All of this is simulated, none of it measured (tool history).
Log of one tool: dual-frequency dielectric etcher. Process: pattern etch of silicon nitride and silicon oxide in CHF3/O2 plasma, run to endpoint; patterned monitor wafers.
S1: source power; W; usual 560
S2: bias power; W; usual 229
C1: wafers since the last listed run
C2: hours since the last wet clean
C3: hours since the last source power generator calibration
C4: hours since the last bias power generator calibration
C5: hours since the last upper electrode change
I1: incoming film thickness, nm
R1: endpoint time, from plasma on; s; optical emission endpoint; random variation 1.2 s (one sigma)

run	day	S1	S2	C1	C2	C3	C4	C5	I1	R1
1	0.000	560	229	0	260.9	2028.7	343.2	1545.0	267.0	172.2
2	3.958	560	229	883	355.9	2123.7	438.2	1640.0	265.0	172.5
3	6.133	640	229	485	408.1	2175.9	490.4	1692.2	264.4	162.1
4	8.738	640	229	581	470.6	2238.4	552.9	1754.7	266.6	165.1
5	11.312	640	229	574	532.4	2300.2	614.7	1816.5	263.9	164.7
# day 14.175: wet clean of the chamber
6	14.954	560	229	589	18.7	2387.6	702.1	1903.9	264.4	176.3
7	17.521	590	229	572	80.3	2449.2	763.7	1965.5	267.5	176.9
8	21.604	630	215	911	178.3	2547.2	861.7	2063.5	267.1	175.1
9	25.554	630	215	881	273.1	2642.0	956.5	2158.3	269.6	177.2
10	27.604	560	212	457	322.3	2691.2	1005.7	2207.5	261.7	180.3
# day 28.571: source power generator calibrated
11	30.712	560	212	656	396.9	51.4	1080.3	2282.1	267.6	186.6
12	33.712	560	229	669	468.9	123.4	1152.3	2354.1	265.8	179.5
# day 36.725: wet clean of the chamber, repeated, since the last time left the tool worse
13	36.746	560	189	453	0.5	196.2	1225.1	2426.9	264.2	176.4
14	38.333	560	189	354	38.6	234.3	1263.2	2465.0	263.7	177.3
15	41.321	560	229	666	110.3	306.0	1334.9	2536.7	264.1	168.1
16	44.317	560	229	668	182.2	377.9	1406.8	2608.6	265.7	172.0
17	57.800	510	229	3009	505.8	701.5	1730.4	2932.2	265.4	176.9
18	61.650	620	284	859	598.2	793.9	1822.8	3024.6	264.7	156.3
# day 65.067: wet clean of the chamber
19	65.088	430	181	544	0.5	876.4	1905.3	3107.1	263.8	193.7
20	67.217	510	188	475	51.6	927.5	1956.4	3158.2	267.6	185.5
21	70.462	480	263	724	129.5	1005.4	2034.3	3236.1	266.4	170.2
22	72.558	430	181	467	179.8	1055.7	2084.6	3286.4	264.9	198.5
23	76.246	670	199	822	268.3	1144.2	2173.1	3374.9	265.4	166.6
# day 79.246: upper electrode replaced
24	79.267	470	258	451	340.8	1216.7	2245.6	0.5	264.6	172.5
# day 80.650: bias power generator calibrated
25	81.408	450	195	440	392.2	1268.1	18.2	51.9	262.6	191.5
26	82.971	430	229	348	429.7	1305.6	55.7	89.4	264.9	187.2
27	87.275	470	229	960	533.0	1408.9	159.0	192.7	265.0	185.4
# day 89.246: wet clean of the chamber
28	91.021	620	183	612	42.6	1498.8	248.9	282.6	264.4	173.1
29	93.129	430	187	470	93.2	1549.4	299.5	333.2	264.2	195.9
30	95.008	470	193	419	138.3	1594.5	344.6	378.3	263.7	187.2
31	98.062	560	229	681	211.6	1667.8	417.9	451.6	266.6	169.2
32	100.888	600	214	630	279.4	1735.6	485.7	519.4	267.7	172.7
33	105.042	620	284	927	379.1	1835.3	585.4	619.1	264.6	153.1
34	108.612	600	214	796	464.8	1921.0	671.1	704.8	263.6	173.4
35	112.579	450	229	885	560.0	2016.2	766.3	800.0	262.6	182.9
36	115.904	660	257	742	639.8	2096.0	846.1	879.8	261.2	156.3

Forecast each of these 3 alternatives for the next run:
A	115.925	440	229	4	640.3	2096.5	846.6	880.3	264.4	?
B	115.925	480	207	4	640.3	2096.5	846.6	880.3	264.4	?
C	115.925	480	229	4	640.3	2096.5	846.6	880.3	264.4	?

run	R1
A	186.9
B	187.5
C	181.8
Without the tool's hidden state the same runs would have given:
run	R1
A	181.4
B	181.9
C	176.4
